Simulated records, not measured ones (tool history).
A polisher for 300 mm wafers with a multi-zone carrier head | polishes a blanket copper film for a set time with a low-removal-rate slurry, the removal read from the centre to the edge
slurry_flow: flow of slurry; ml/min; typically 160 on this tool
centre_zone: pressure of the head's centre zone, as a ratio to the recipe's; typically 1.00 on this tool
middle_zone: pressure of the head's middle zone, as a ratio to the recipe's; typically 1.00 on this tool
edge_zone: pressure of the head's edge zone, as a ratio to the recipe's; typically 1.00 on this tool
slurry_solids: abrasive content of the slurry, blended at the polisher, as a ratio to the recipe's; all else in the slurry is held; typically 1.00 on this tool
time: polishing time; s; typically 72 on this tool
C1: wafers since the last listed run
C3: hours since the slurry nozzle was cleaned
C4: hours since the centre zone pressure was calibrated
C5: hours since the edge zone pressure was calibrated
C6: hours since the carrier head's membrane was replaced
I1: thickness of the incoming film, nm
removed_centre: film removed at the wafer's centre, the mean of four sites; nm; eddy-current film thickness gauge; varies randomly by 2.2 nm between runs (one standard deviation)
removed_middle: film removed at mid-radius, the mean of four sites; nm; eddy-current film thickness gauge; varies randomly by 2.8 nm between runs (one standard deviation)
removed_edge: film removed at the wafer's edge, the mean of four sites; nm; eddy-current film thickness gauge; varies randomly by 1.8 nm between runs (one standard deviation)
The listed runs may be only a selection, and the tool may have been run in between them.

Run 1, hour 0.0: usual settings; C1 0; wafers polished on this pad 285; C3 606.8; C4 450.0; C5 180.1; C6 401.6; I1 1463.0. Result: removed_centre 217.5 nm, removed_middle 219.4 nm, removed_edge 229.0 nm.
At hour 18.7: slurry nozzle cleaned.
Run 2, hour 47.4: usual settings; C1 283; wafers polished on this pad 569; C3 28.7; C4 497.4; C5 227.5; C6 449.0; I1 1481.2. Result: removed_centre 214.5 nm, removed_middle 224.4 nm, removed_edge 226.4 nm.
Run 3, hour 83.7: usual settings; C1 221; wafers polished on this pad 790; C3 65.0; C4 533.7; C5 263.8; C6 485.3; I1 1475.2. Result: removed_centre 217.9 nm, removed_middle 218.6 nm, removed_edge 229.0 nm.
Run 4, hour 172.7: usual settings but centre_zone 0.94, time 53 s; C1 544; wafers polished on this pad 1335; C3 154.0; C4 622.7; C5 352.8; C6 574.3; I1 1486.2. Result: removed_centre 151.5 nm, removed_middle 163.3 nm, removed_edge 167.7 nm.
Run 5, hour 275.2: usual settings but slurry_solids 1.10; C1 626; wafers polished on this pad 1961; C3 256.5; C4 725.2; C5 455.3; C6 676.8; I1 1486.9. Result: removed_centre 224.8 nm, removed_middle 224.4 nm, removed_edge 232.0 nm.
Run 6, hour 365.8: usual settings but centre_zone 1.10, slurry_solids 1.20, time 62 s; C1 553; wafers polished on this pad 2515; C3 347.1; C4 815.8; C5 545.9; C6 767.4; I1 1450.6. Result: removed_centre 215.9 nm, removed_middle 198.8 nm, removed_edge 204.7 nm.
Run 7, hour 471.0: usual settings; C1 643; wafers polished on this pad 3158; C3 452.3; C4 921.0; C5 651.1; C6 872.6; I1 1478.7. Result: removed_centre 219.0 nm, removed_middle 219.2 nm, removed_edge 225.4 nm.
Run 8, hour 577.0: usual settings but slurry_solids 1.25; C1 647; wafers polished on this pad 3806; C3 558.3; C4 1027.0; C5 757.1; C6 978.6; I1 1464.2. Result: removed_centre 228.7 nm, removed_middle 230.3 nm, removed_edge 238.6 nm.
Run 9, hour 637.4: usual settings but middle_zone 0.89, edge_zone 0.93, slurry_solids 1.15, time 85 s; C1 369; wafers polished on this pad 4175; C3 618.7; C4 1087.4; C5 817.5; C6 1039.0; I1 1464.6. Result: removed_centre 265.0 nm, removed_middle 246.3 nm, removed_edge 269.8 nm.
At hour 700.5: worn pad replaced by a new one.
Run 10, hour 717.2: usual settings but slurry_flow 130 ml/min, middle_zone 1.07, time 86 s; C1 463; wafers polished on this pad 102; C3 698.5; C4 1167.2; C5 897.3; C6 1118.8; I1 1464.7. Result: removed_centre 247.8 nm, removed_middle 274.1 nm, removed_edge 266.5 nm.
At hour 740.4: slurry nozzle cleaned.
Run 11, hour 792.6: usual settings; C1 454; wafers polished on this pad 557; C3 52.2; C4 1242.6; C5 972.7; C6 1194.2; I1 1445.5. Result: removed_centre 217.2 nm, removed_middle 222.1 nm, removed_edge 228.1 nm.
At hour 861.0: edge zone pressure recalibrated.
Run 12, hour 891.2: usual settings; C1 590; wafers polished on this pad 1147; C3 150.8; C4 1341.2; C5 30.2; C6 1292.8; I1 1456.5. Result: removed_centre 215.8 nm, removed_middle 226.1 nm, removed_edge 227.9 nm.
Run 13, hour 995.3: usual settings but centre_zone 1.07, time 64 s; C1 636; wafers polished on this pad 1783; C3 254.9; C4 1445.3; C5 134.3; C6 1396.9; I1 1467.1. Result: removed_centre 205.8 nm, removed_middle 195.8 nm, removed_edge 203.4 nm.
Run 14, hour 1091.3: usual settings but middle_zone 0.91, slurry_solids 0.75; C1 586; wafers polished on this pad 2370; C3 350.9; C4 1541.3; C5 230.3; C6 1492.9; I1 1477.3. Result: removed_centre 205.5 nm, removed_middle 190.8 nm, removed_edge 213.2 nm.
At hour 1105.1: centre zone pressure recalibrated.
Run 15, hour 1151.7: usual settings but slurry_flow 205 ml/min; C1 356; wafers polished on this pad 2727; C3 411.3; C4 46.6; C5 290.7; C6 1553.3; I1 1467.7. Result: removed_centre 222.2 nm, removed_middle 228.3 nm, removed_edge 233.6 nm.
Run 16, hour 1203.9: usual settings but slurry_flow 205 ml/min, edge_zone 0.92; C1 319; wafers polished on this pad 3046; C3 463.5; C4 98.8; C5 342.9; C6 1605.5; I1 1458.8. Result: removed_centre 222.3 nm, removed_middle 226.9 nm, removed_edge 223.5 nm.
At hour 1229.0: carrier head's membrane replaced by a new one.
Run 17, hour 1308.9: usual settings but centre_zone 1.04; C1 611; wafers polished on this pad 3658; C3 568.5; C4 203.8; C5 447.9; C6 79.9; I1 1474.3. Result: removed_centre 226.7 nm, removed_middle 221.1 nm, removed_edge 228.6 nm.
At hour 1398.9: slurry nozzle cleaned.
At hour 1468.7: worn pad replaced by a new one.
Run 18, hour 1627.1: usual settings but time 87 s; C1 1914; wafers polished on this pad 968; C3 228.2; C4 522.0; C5 766.1; C6 398.1; I1 1459.5. Result: removed_centre 264.9 nm, removed_middle 268.3 nm, removed_edge 274.3 nm.
Run 19, hour 1705.0: usual settings; C1 476; wafers polished on this pad 1444; C3 306.1; C4 599.9; C5 844.0; C6 476.0; I1 1473.8. Result: removed_centre 215.1 nm, removed_middle 221.1 nm, removed_edge 229.6 nm.
At hour 1714.9: edge zone pressure recalibrated.
Run 20, hour 1761.2: usual settings but centre_zone 1.11, slurry_solids 0.80, time 50 s; C1 331; wafers polished on this pad 1775; C3 362.3; C4 656.1; C5 46.3; C6 532.2; I1 1461.6. Result: removed_centre 158.6 nm, removed_middle 146.1 nm, removed_edge 148.9 nm.
Run 21, hour 1855.0: usual settings but slurry_solids 0.90; C1 573; wafers polished on this pad 2349; C3 456.1; C4 749.9; C5 140.1; C6 626.0; I1 1467.4. Result: removed_centre 211.4 nm, removed_middle 216.0 nm, removed_edge 222.5 nm.

Branching from run 21: 4 alternative next runs. What would each branch give?
Run A, hour 1855.5: usual settings but slurry_solids 0.80; C1 3; wafers polished on this pad 2352; C3 456.6; C4 750.4; C5 140.6; C6 626.5; I1 1498.4. Result: removed_centre ?, removed_middle ?, removed_edge ?.
Run B, hour 1855.5: usual settings but slurry_flow 205 ml/min, centre_zone 1.07, middle_zone 1.10; C1 3; wafers polished on this pad 2352; C3 456.6; C4 750.4; C5 140.6; C6 626.5; I1 1498.4. Result: removed_centre ?, removed_middle ?, removed_edge ?.
Run C, hour 1855.5: usual settings but edge_zone 1.11; C1 3; wafers polished on this pad 2352; C3 456.6; C4 750.4; C5 140.6; C6 626.5; I1 1498.4. Result: removed_centre ?, removed_middle ?, removed_edge ?.
Run D, hour 1855.5: usual settings but slurry_flow 185 ml/min, middle_zone 0.91, edge_zone 0.91; C1 3; wafers polished on this pad 2352; C3 456.6; C4 750.4; C5 140.6; C6 626.5; I1 1498.4. Result: removed_centre ?, removed_middle ?, removed_edge ?.

run  removed_centre  removed_middle  removed_edge
  A           206.0           212.1         218.1
  B           236.9           247.8         232.8
  C           215.4           221.9         240.3
  D           219.6           208.7         221.3
Without the tool's hidden state the same runs would have given:
run  removed_centre  removed_middle  removed_edge
  A           206.0           212.1         218.1
  B           236.9           247.8         232.8
  C           215.4           221.9         240.3
  D           219.6           208.7         221.3
